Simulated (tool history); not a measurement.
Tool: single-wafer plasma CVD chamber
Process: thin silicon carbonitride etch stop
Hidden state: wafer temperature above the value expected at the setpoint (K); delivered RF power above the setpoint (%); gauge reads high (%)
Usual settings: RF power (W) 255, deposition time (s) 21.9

| run | day | RF power (W) | deposition time (s) | wafers since the last listed run | hours since the last thermocouple change | hours since the last RF generator calibration | hours since the showerhead was replaced | hours since the gauge calibration | read-back reference wafer on the same gauge, thickness_nm | mean film thickness on the monitor wafer (angstrom) |
|---|---|---|---|---|---|---|---|---|---|---|
| 1 | 0.000 | 270 | 25.4 | 0 | 1543.7 | 527.8 | 5470.8 | 762.4 | 15.497 | 173.75 |
| 2 | 2.046 | 270 | 25.4 | 891 | 1592.8 | 576.9 | 5519.9 | 811.5 | 15.500 | 173.47 |
| 3 | 3.621 | 270 | 25.4 | 686 | 1630.6 | 614.7 | 5557.7 | 849.3 | 15.496 | 173.40 |
| 4 | 5.400 | 240 | 21.9 | 775 | 1673.3 | 657.4 | 5600.4 | 892.0 | 15.499 | 143.11 |
| 5 | 7.521 | 240 | 21.9 | 924 | 1724.2 | 708.3 | 5651.3 | 942.9 | 15.504 | 143.01 |
| 6 | 10.312 | 255 | 21.9 | 1216 | 1791.2 | 775.3 | 5718.3 | 1009.9 | 15.501 | 146.47 |
|  | 12.083 | thermocouple changed; heater temperature recalibrated |
| 7 | 13.058 | 255 | 21.9 | 1051 | 23.4 | 841.2 | 5784.2 | 1075.8 | 15.503 | 146.26 |
| 8 | 14.542 | 255 | 21.9 | 646 | 59.0 | 876.8 | 5819.8 | 1111.4 | 15.495 | 146.48 |
| 9 | 17.342 | 295 | 21.9 | 1220 | 126.2 | 944.0 | 5887.0 | 1178.6 | 15.510 | 153.57 |
| 10 | 18.825 | 295 | 21.9 | 646 | 161.8 | 979.6 | 5922.6 | 1214.2 | 15.505 | 153.61 |
|  | 19.871 | showerhead replaced |
| 11 | 20.467 | 295 | 21.9 | 570 | 201.2 | 1019.0 | 14.3 | 1253.6 | 15.505 | 153.12 |
| 12 | 21.825 | 255 | 20.8 | 592 | 233.8 | 1051.6 | 46.9 | 1286.2 | 15.488 | 138.63 |
| 13 | 28.558 | 255 | 20.8 | 2935 | 395.4 | 1213.2 | 208.5 | 1447.8 | 15.499 | 138.67 |
| 14 | 30.921 | 255 | 21.9 | 1029 | 452.1 | 1269.9 | 265.2 | 1504.5 | 15.502 | 145.54 |
| 15 | 32.042 | 270 | 21.9 | 488 | 479.0 | 1296.8 | 292.1 | 1531.4 | 15.496 | 148.47 |
| 16 | 33.721 | 300 | 17.7 | 732 | 519.3 | 1337.1 | 332.4 | 1571.7 | 15.510 | 124.69 |
| 17 | 35.442 | 215 | 25.1 | 750 | 560.6 | 1378.4 | 373.7 | 1613.0 | 15.492 | 156.85 |
|  | 36.796 | gauge calibrated |
| 18 | 38.308 | 255 | 21.9 | 1249 | 629.4 | 1447.2 | 442.5 | 36.3 | 15.496 | 145.56 |
| 19 | 40.258 | 275 | 23.9 | 850 | 676.2 | 1494.0 | 489.3 | 83.1 | 15.507 | 162.61 |
| 20 | 41.871 | 240 | 18.4 | 702 | 714.9 | 1532.7 | 528.0 | 121.8 | 15.506 | 119.51 |
| 21 | 43.129 | 230 | 21.9 | 548 | 745.1 | 1562.9 | 558.2 | 152.0 | 15.515 | 139.67 |
| 22 | 45.862 | 280 | 21.9 | 1191 | 810.7 | 1628.5 | 623.8 | 217.6 | 15.504 | 149.81 |
| 23 | 47.612 | 255 | 21.9 | 762 | 852.7 | 1670.5 | 665.8 | 259.6 | 15.503 | 144.93 |
| 24 | 49.592 | 225 | 24.9 | 862 | 900.2 | 1718.0 | 713.3 | 307.1 | 15.499 | 157.22 |
|  | 51.667 | RF generator calibrated |
| 25 | 51.867 | 285 | 23.6 | 846 | 954.8 | 4.8 | 767.9 | 361.7 | 15.496 | 165.12 |
| 26 | 53.658 | 295 | 23.5 | 781 | 997.8 | 47.8 | 810.9 | 404.7 | 15.499 | 166.21 |
| 27 | 54.696 | 255 | 21.9 | 452 | 1022.7 | 72.7 | 835.8 | 429.6 | 15.501 | 146.97 |
| 28 | 57.208 | 210 | 26.2 | 1095 | 1083.0 | 133.0 | 896.1 | 489.9 | 15.499 | 163.87 |
| 29 | 59.950 | 300 | 23.9 | 1195 | 1148.8 | 198.8 | 961.9 | 555.7 | 15.493 | 169.52 |
| 30 | 61.867 | 255 | 21.9 | 835 | 1194.8 | 244.8 | 1007.9 | 601.7 | 15.506 | 147.02 |
| 31 | 63.196 | 255 | 21.9 | 579 | 1226.7 | 276.7 | 1039.8 | 633.6 | 15.499 | 146.70 |

The next listed run, before its measurement:
| 32 | 64.696 | 255 | 21.9 | 653 | 1262.7 | 312.7 | 1075.8 | 669.6 | ? | ? |

read-back reference wafer on the same gauge, thickness_nm: 15.515
mean film thickness on the monitor wafer (angstrom): 146.74
Without the tool's hidden state the same run would have given mean film thickness on the monitor wafer (angstrom) 147.42.
